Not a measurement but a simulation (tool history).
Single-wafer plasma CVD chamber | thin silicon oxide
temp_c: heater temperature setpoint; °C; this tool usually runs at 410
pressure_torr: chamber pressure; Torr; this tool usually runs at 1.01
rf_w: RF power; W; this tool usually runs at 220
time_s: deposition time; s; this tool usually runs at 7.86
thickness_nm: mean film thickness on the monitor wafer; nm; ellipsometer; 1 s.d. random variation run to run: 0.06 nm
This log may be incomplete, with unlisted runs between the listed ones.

run	hour	temp_c	pressure_torr	rf_w	time_s	read-back reference wafer on the same gauge, thickness_nm	thickness_nm
1	0.0	410	1.01	220	7.86	15.297	14.712
2	75.2	410	1.01	220	7.86	15.301	14.733
3	180.3	410	1.01	250	7.86	15.292	15.227
# hour 258.7: RF generator calibrated
4	266.5	410	1.01	250	7.86	15.307	15.119
# hour 306.6: capacitance manometer re-zeroed and calibrated
5	347.5	410	1.01	220	7.86	15.289	15.051
6	438.8	410	1.01	220	7.86	15.317	15.047
7	523.0	410	1.01	220	7.86	15.303	15.067
8	576.9	410	1.01	220	7.86	15.304	15.098
# hour 655.5: gauge calibrated
9	681.8	401	1.01	205	7.86	15.298	14.794
10	718.5	410	1.01	220	7.86	15.293	14.902
11	818.6	410	1.01	220	7.86	15.296	14.950
# hour 887.1: thermocouple changed; heater temperature recalibrated
12	887.6	410	1.01	220	7.86	15.298	14.935
13	929.6	420	1.20	195	8.90	15.307	18.040
14	1023.2	410	1.26	205	7.86	15.292	16.664
15	1131.0	419	1.18	205	6.87	15.297	13.987
# hour 1199.5: showerhead replaced, of another model than before
16	1201.8	410	0.82	220	7.35	15.300	11.027
17	1249.4	410	0.93	185	7.86	15.313	13.221
18	1325.8	395	1.19	240	7.20	15.316	15.964
19	1429.6	420	1.01	230	7.86	15.301	14.969
20	1506.5	410	1.01	220	7.86	15.301	14.883
21	1599.3	410	1.13	220	7.86	15.302	16.348
22	1668.9	410	1.01	220	7.86	15.299	14.785
23	1710.2	410	1.01	195	9.21	15.298	16.979
24	1783.9	410	1.01	220	7.86	15.288	14.838
25	1849.8	410	1.01	240	7.86	15.303	15.007
26	1929.5	410	1.01	220	7.86	15.301	14.864
27	2033.6	410	1.01	220	7.86	15.306	14.768

What if the next run were any one of these 5? Each begins from the tool's condition after run 27:
A	2034.0	418	1.01	220	7.86	?	?
B	2034.0	421	0.91	240	7.45	?	?
C	2034.0	404	0.79	180	6.46	?	?
D	2034.0	398	1.01	240	6.70	?	?
E	2034.0	418	1.13	220	8.26	?	?

run	read-back reference wafer on the same gauge, thickness_nm	thickness_nm
A	15.280	14.699
B	15.280	12.626
C	15.280	8.756
D	15.280	12.936
E	15.280	16.976
The same runs, with their run-to-run variation unchanged, on a tool lacking any hidden condition would have given:
run	thickness_nm
A	14.945
B	12.895
C	8.984
D	13.153
E	17.260
